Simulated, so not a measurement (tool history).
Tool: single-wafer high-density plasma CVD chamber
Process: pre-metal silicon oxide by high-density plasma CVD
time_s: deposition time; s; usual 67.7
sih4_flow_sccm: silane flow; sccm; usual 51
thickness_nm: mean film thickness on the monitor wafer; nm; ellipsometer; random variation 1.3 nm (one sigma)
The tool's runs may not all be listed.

| run | hour | time_s | sih4_flow_sccm | read-back reference wafer on the same gauge, thickness_nm | thickness_nm |
|---|---|---|---|---|---|
| 1 | 0.0 | 72.5 | 56 | 393.028 | 399.985 |
| 2 | 92.0 | 72.5 | 56 | 392.898 | 398.288 |
| 3 | 190.4 | 72.5 | 56 | 393.093 | 400.068 |
| 4 | 256.0 | 59.3 | 51 | 393.344 | 302.742 |
| 5 | 362.1 | 59.3 | 51 | 392.691 | 303.836 |
| 6 | 522.4 | 67.7 | 51 | 393.008 | 348.459 |
| 7 | 610.8 | 67.7 | 51 | 393.355 | 347.661 |
| 8 | 692.2 | 59.1 | 58 | 392.872 | 335.803 |
| 9 | 751.8 | 59.1 | 58 | 392.998 | 335.594 |
| 10 | 837.6 | 59.1 | 58 | 393.073 | 335.017 |
| 11 | 935.5 | 74.8 | 48 | 392.924 | 366.907 |
| 12 | 1010.9 | 74.8 | 48 | 392.724 | 368.357 |
| 13 | 1057.2 | 74.8 | 48 | 392.969 | 369.545 |
| 14 | 1107.7 | 67.7 | 51 | 393.116 | 347.591 |
| 15 | 1176.1 | 67.7 | 51 | 392.797 | 349.701 |
| 16 | 1270.8 | 67.7 | 51 | 392.900 | 348.058 |
| 17 | 1355.4 | 67.7 | 51 | 392.828 | 347.127 |
| 18 | 1423.1 | 67.7 | 51 | 392.942 | 348.609 |
|  | 1508.0 | gauge calibrated |
| 19 | 1520.4 | 59.2 | 51 | 392.609 | 306.690 |
| 20 | 1819.4 | 67.7 | 44 | 392.651 | 313.117 |
| 21 | 1861.3 | 67.7 | 44 | 392.728 | 311.447 |
| 22 | 1959.4 | 57.6 | 55 | 392.837 | 312.403 |
| 23 | 2000.9 | 67.7 | 51 | 393.170 | 347.411 |
| 24 | 2282.6 | 67.7 | 51 | 392.881 | 350.377 |
|  | 2303.4 | silane flow controller replaced |
| 25 | 2362.1 | 67.7 | 51 | 392.908 | 349.436 |
| 26 | 2420.7 | 67.7 | 51 | 393.037 | 349.604 |
| 27 | 2492.4 | 75.8 | 51 | 392.953 | 392.937 |
| 28 | 2579.8 | 79.2 | 42 | 392.895 | 354.278 |
| 29 | 2624.8 | 59.5 | 56 | 392.906 | 327.625 |
| 30 | 2695.6 | 79.1 | 46 | 392.868 | 376.831 |
| 31 | 2791.2 | 67.7 | 59 | 393.009 | 389.368 |
| 32 | 2863.0 | 62.2 | 51 | 393.417 | 318.930 |
| 33 | 2909.5 | 64.2 | 51 | 392.599 | 329.558 |
| 34 | 2973.1 | 56.6 | 54 | 393.005 | 305.163 |
| 35 | 3055.5 | 80.3 | 51 | 392.972 | 410.520 |
| 36 | 3135.0 | 67.7 | 41 | 392.927 | 297.510 |
| 37 | 3195.7 | 55.4 | 45 | 392.770 | 261.452 |
| 38 | 3363.5 | 73.7 | 42 | 393.010 | 327.867 |
| 39 | 3413.1 | 79.5 | 60 | 392.988 | 463.541 |
| 40 | 3457.1 | 76.4 | 51 | 393.146 | 393.215 |
| 41 | 3502.2 | 79.0 | 41 | 393.076 | 347.434 |
| 42 | 3549.5 | 67.7 | 56 | 393.179 | 374.500 |
| 43 | 3641.1 | 67.7 | 51 | 393.193 | 348.499 |
| 44 | 3723.1 | 60.6 | 58 | 392.939 | 344.909 |
| 45 | 3821.7 | 67.7 | 57 | 392.767 | 376.272 |
| 46 | 3881.5 | 67.7 | 51 | 393.151 | 348.535 |
| 47 | 3982.0 | 81.0 | 61 | 393.198 | 477.332 |

Forecast each of these 3 alternatives for the next run:
| A | 3982.4 | 67.7 | 51 | ? | ? |
| B | 3982.4 | 56.4 | 45 | ? | ? |
| C | 3982.4 | 56.5 | 51 | ? | ? |

| run | read-back reference wafer on the same gauge, thickness_nm | thickness_nm |
|---|---|---|
| A | 393.070 | 346.170 |
| B | 393.070 | 263.091 |
| C | 393.070 | 288.901 |
Without the tool's hidden state the same runs would have given:
| run | thickness_nm |
|---|---|
| A | 346.170 |
| B | 263.091 |
| C | 288.901 |

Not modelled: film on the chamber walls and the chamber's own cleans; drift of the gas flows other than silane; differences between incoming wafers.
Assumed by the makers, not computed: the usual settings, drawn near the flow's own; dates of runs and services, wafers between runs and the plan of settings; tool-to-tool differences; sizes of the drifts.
